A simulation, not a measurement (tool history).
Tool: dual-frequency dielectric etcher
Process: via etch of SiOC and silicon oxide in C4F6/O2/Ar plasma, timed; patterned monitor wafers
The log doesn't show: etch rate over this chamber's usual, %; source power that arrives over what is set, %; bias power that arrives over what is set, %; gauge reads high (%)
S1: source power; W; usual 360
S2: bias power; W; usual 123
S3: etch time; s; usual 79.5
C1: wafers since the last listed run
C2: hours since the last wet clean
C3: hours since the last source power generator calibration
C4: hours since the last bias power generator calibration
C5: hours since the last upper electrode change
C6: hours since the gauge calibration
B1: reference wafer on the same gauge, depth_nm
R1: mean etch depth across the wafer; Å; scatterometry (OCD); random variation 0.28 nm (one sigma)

{"run": 1, "day": 0.0, "S1": 360, "S2": 123, "S3": 79.5, "C1": 0, "C2": 325.2, "C3": 1280.4, "C4": 1279.0, "C5": 2215.0, "C6": 201.1, "B1": 62.6, "R1": 757}
{"run": 2, "day": 0.5, "S1": 360, "S2": 123, "S3": 79.5, "C1": 74, "C2": 337.2, "C3": 1292.4, "C4": 1291.0, "C5": 2227.0, "C6": 213.1, "B1": 62.6, "R1": 756}
{"run": 3, "day": 1.825, "S1": 360, "S2": 123, "S3": 79.5, "C1": 196, "C2": 369.0, "C3": 1324.2, "C4": 1322.8, "C5": 2258.8, "C6": 244.9, "B1": 62.6, "R1": 758}
{"run": 4, "day": 2.229, "S1": 360, "S2": 123, "S3": 79.5, "C1": 59, "C2": 378.7, "C3": 1333.9, "C4": 1332.5, "C5": 2268.5, "C6": 254.6, "B1": 62.6, "R1": 754}
{"run": 5, "day": 2.671, "S1": 360, "S2": 123, "S3": 79.5, "C1": 65, "C2": 389.3, "C3": 1344.5, "C4": 1343.1, "C5": 2279.1, "C6": 265.2, "B1": 62.7, "R1": 748}
{"run": 6, "day": 2.975, "S1": 360, "S2": 108, "S3": 79.5, "C1": 45, "C2": 396.6, "C3": 1351.8, "C4": 1350.4, "C5": 2286.4, "C6": 272.5, "B1": 62.6, "R1": 727}
{"run": 7, "day": 3.317, "S1": 360, "S2": 108, "S3": 79.5, "C1": 50, "C2": 404.8, "C3": 1360.0, "C4": 1358.6, "C5": 2294.6, "C6": 280.7, "B1": 62.7, "R1": 726}
{"day": 4.7, "done": "wet clean of the chamber"}
{"run": 8, "day": 4.721, "S1": 430, "S2": 123, "S3": 79.5, "C1": 59, "C2": 0.5, "C3": 1393.7, "C4": 1392.3, "C5": 2328.3, "C6": 314.4, "B1": 62.6, "R1": 798}
{"run": 9, "day": 4.733, "S1": 430, "S2": 123, "S3": 79.5, "C1": 1, "C2": 0.8, "C3": 1394.0, "C4": 1392.6, "C5": 2328.6, "C6": 314.7, "B1": 62.6, "R1": 794}
{"run": 10, "day": 5.096, "S1": 430, "S2": 123, "S3": 79.5, "C1": 53, "C2": 9.5, "C3": 1402.7, "C4": 1401.3, "C5": 2337.3, "C6": 323.4, "B1": 62.6, "R1": 796}
{"run": 11, "day": 5.758, "S1": 360, "S2": 123, "S3": 79.5, "C1": 98, "C2": 25.4, "C3": 1418.6, "C4": 1417.2, "C5": 2353.2, "C6": 339.3, "B1": 62.6, "R1": 730}
{"day": 6.154, "done": "gauge calibrated"}
{"run": 12, "day": 6.254, "S1": 320, "S2": 114, "S3": 79.5, "C1": 73, "C2": 37.3, "C3": 1430.5, "C4": 1429.1, "C5": 2365.1, "C6": 2.4, "B1": 62.6, "R1": 678}
{"run": 13, "day": 6.946, "S1": 360, "S2": 123, "S3": 71.0, "C1": 102, "C2": 53.9, "C3": 1447.1, "C4": 1445.7, "C5": 2381.7, "C6": 19.0, "B1": 62.6, "R1": 655}
{"run": 14, "day": 7.25, "S1": 360, "S2": 123, "S3": 79.5, "C1": 45, "C2": 61.2, "C3": 1454.4, "C4": 1453.0, "C5": 2389.0, "C6": 26.3, "B1": 62.6, "R1": 733}
{"day": 7.938, "done": "source power generator calibrated"}
{"day": 8.375, "done": "wet clean of the chamber, repeated, since the last time left the tool worse"}
{"day": 8.854, "done": "upper electrode replaced"}
{"run": 15, "day": 8.875, "S1": 420, "S2": 131, "S3": 79.5, "C1": 80, "C2": 12.0, "C3": 22.5, "C4": 1492.0, "C5": 0.5, "C6": 65.3, "B1": 62.6, "R1": 847}
{"run": 16, "day": 9.138, "S1": 360, "S2": 113, "S3": 90.5, "C1": 38, "C2": 18.3, "C3": 28.8, "C4": 1498.3, "C5": 6.8, "C6": 71.6, "B1": 62.6, "R1": 864}
{"run": 17, "day": 9.825, "S1": 440, "S2": 112, "S3": 55.5, "C1": 102, "C2": 34.8, "C3": 45.3, "C4": 1514.8, "C5": 23.3, "C6": 88.1, "B1": 62.6, "R1": 576}
{"run": 18, "day": 10.512, "S1": 340, "S2": 94, "S3": 86.0, "C1": 102, "C2": 51.3, "C3": 61.8, "C4": 1531.3, "C5": 39.8, "C6": 104.6, "B1": 62.6, "R1": 754}
{"day": 11.0, "done": "bias power generator calibrated"}
{"run": 19, "day": 11.142, "S1": 320, "S2": 123, "S3": 64.0, "C1": 68, "C2": 66.4, "C3": 76.9, "C4": 3.4, "C5": 54.9, "C6": 119.7, "B1": 62.6, "R1": 588}
{"run": 20, "day": 11.542, "S1": 360, "S2": 123, "S3": 79.5, "C1": 59, "C2": 76.0, "C3": 86.5, "C4": 13.0, "C5": 64.5, "C6": 129.3, "B1": 62.7, "R1": 773}
{"run": 21, "day": 12.046, "S1": 310, "S2": 94, "S3": 96.5, "C1": 74, "C2": 88.1, "C3": 98.6, "C4": 25.1, "C5": 76.6, "C6": 141.4, "B1": 62.6, "R1": 810}
{"run": 22, "day": 12.725, "S1": 300, "S2": 96, "S3": 93.0, "C1": 100, "C2": 104.4, "C3": 114.9, "C4": 41.4, "C5": 92.9, "C6": 157.7, "B1": 62.6, "R1": 766}
{"run": 23, "day": 13.017, "S1": 360, "S2": 144, "S3": 79.5, "C1": 43, "C2": 111.4, "C3": 121.9, "C4": 48.4, "C5": 99.9, "C6": 164.7, "B1": 62.6, "R1": 804}
{"run": 24, "day": 14.729, "S1": 360, "S2": 123, "S3": 79.5, "C1": 254, "C2": 152.5, "C3": 163.0, "C4": 89.5, "C5": 141.0, "C6": 205.8, "B1": 62.6, "R1": 765}
{"run": 25, "day": 15.292, "S1": 360, "S2": 123, "S3": 64.5, "C1": 83, "C2": 166.0, "C3": 176.5, "C4": 103.0, "C5": 154.5, "C6": 219.3, "B1": 62.6, "R1": 622}

5 ways to go on from here, each from the tool as it stands after run 25. What would each give?
{"run": "A", "day": 15.308, "S1": 390, "S2": 123, "S3": 79.5, "C1": 2, "C2": 166.4, "C3": 176.9, "C4": 103.4, "C5": 154.9, "C6": 219.7, "B1": "?", "R1": "?"}
{"run": "B", "day": 15.308, "S1": 360, "S2": 123, "S3": 103.0, "C1": 2, "C2": 166.4, "C3": 176.9, "C4": 103.4, "C5": 154.9, "C6": 219.7, "B1": "?", "R1": "?"}
{"run": "C", "day": 15.308, "S1": 390, "S2": 123, "S3": 91.5, "C1": 2, "C2": 166.4, "C3": 176.9, "C4": 103.4, "C5": 154.9, "C6": 219.7, "B1": "?", "R1": "?"}
{"run": "D", "day": 15.308, "S1": 360, "S2": 143, "S3": 79.5, "C1": 2, "C2": 166.4, "C3": 176.9, "C4": 103.4, "C5": 154.9, "C6": 219.7, "B1": "?", "R1": "?"}
{"run": "E", "day": 15.308, "S1": 430, "S2": 139, "S3": 79.5, "C1": 2, "C2": 166.4, "C3": 176.9, "C4": 103.4, "C5": 154.9, "C6": 219.7, "B1": "?", "R1": "?"}

run=A B1=62.6 R1=798
run=B B1=62.6 R1=995
run=C B1=62.6 R1=918
run=D B1=62.6 R1=801
run=E B1=62.6 R1=863
Without the tool's hidden state the same runs would have given:
run=A R1=809
run=B R1=1009
run=C R1=932
run=D R1=812
run=E R1=876

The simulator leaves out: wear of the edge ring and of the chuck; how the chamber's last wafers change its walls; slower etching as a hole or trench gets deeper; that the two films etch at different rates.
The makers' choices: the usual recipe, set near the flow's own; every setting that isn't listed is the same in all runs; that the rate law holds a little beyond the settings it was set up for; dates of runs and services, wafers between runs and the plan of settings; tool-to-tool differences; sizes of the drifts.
